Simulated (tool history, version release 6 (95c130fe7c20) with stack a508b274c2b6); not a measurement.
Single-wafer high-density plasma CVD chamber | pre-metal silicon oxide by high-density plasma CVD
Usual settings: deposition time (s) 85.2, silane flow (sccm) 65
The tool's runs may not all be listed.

run,hour,deposition time (s),silane flow (sccm),"read-back reference wafer on the same gauge, thickness_nm",mean film thickness on the monitor wafer (nm)
1,0.0,85.2,65,674.970,556.757
2,37.5,85.2,59,674.482,514.549
3,164.4,85.2,59,674.845,513.670
4,216.8,85.2,59,674.580,511.985
5,281.4,85.2,62,675.287,532.365
6,317.7,74.1,65,674.952,483.865
7,369.1,74.1,65,675.361,483.042
8,430.0,85.2,65,675.267,556.007
9,469.8,85.2,65,674.939,556.551
10,498.2,85.2,69,674.779,582.710
11,533.6,85.2,65,675.159,554.195
12,586.4,85.2,65,675.109,555.070
13,613.1,85.2,65,674.700,554.603
14,670.3,85.2,65,674.896,553.547
# hour 701.8: silane flow controller replaced
15,735.7,85.2,65,675.581,567.651
16,783.8,90.0,65,674.788,599.546
17,808.5,97.2,71,674.659,697.192
18,879.3,85.2,60,675.110,529.035
19,923.4,85.2,60,674.882,526.918
20,967.4,85.2,65,675.096,564.320
21,1037.1,78.0,65,674.853,514.696
22,1073.6,79.0,52,674.684,432.822
23,1126.7,71.4,75,674.802,533.426
24,1159.0,85.2,65,675.296,562.531
25,1188.9,85.2,65,675.351,561.510
26,1275.0,85.2,55,675.267,487.719
# hour 1409.4: gauge calibrated
27,1438.7,85.2,73,675.006,618.023
28,1507.8,85.2,57,674.951,502.916
29,1562.8,96.8,61,674.527,601.960
30,1626.5,77.4,65,675.345,508.153
31,1663.1,75.9,60,675.239,466.484
32,1701.7,85.2,61,674.510,528.477
33,1738.3,85.2,65,675.163,556.902
34,1791.1,74.7,77,675.009,566.374
35,1838.4,69.9,75,674.982,517.155
36,1888.9,85.2,76,675.314,636.464
37,1946.8,100.5,52,674.853,546.741
38,1973.0,77.4,65,675.115,506.381
39,2039.1,93.5,72,674.756,667.006
40,2077.3,70.8,55,674.758,402.144
41,2139.3,74.0,65,675.023,484.639
42,2183.2,68.5,65,674.985,448.287
43,2227.9,70.0,65,675.035,456.266
44,2294.1,85.2,65,674.828,556.921
45,2342.5,80.3,60,674.494,491.840

The same runs without the tool's hidden state, with the same run-to-run variation:
The hidden state here: delivered silane flow above the setpoint (%); gauge reads high (%).
run,mean film thickness on the monitor wafer (nm)
1,567.471
2,524.537
3,523.899
4,522.274
5,543.173
6,493.741
7,492.971
8,567.522
9,568.130
10,594.871
11,565.803
12,566.757
13,566.309
14,565.287
15,567.103
16,599.813
17,697.984
18,530.612
19,529.048
20,567.163
21,518.039
22,435.938
23,537.782
24,567.435
25,566.680
26,492.843
27,625.796
28,509.613
29,610.300
30,515.484
31,473.357
32,536.424
33,565.429
34,575.256
35,525.426
36,646.839
37,555.833
38,514.872
39,678.409
40,409.090
41,493.139
42,456.227
43,464.424
44,567.006
45,500.822
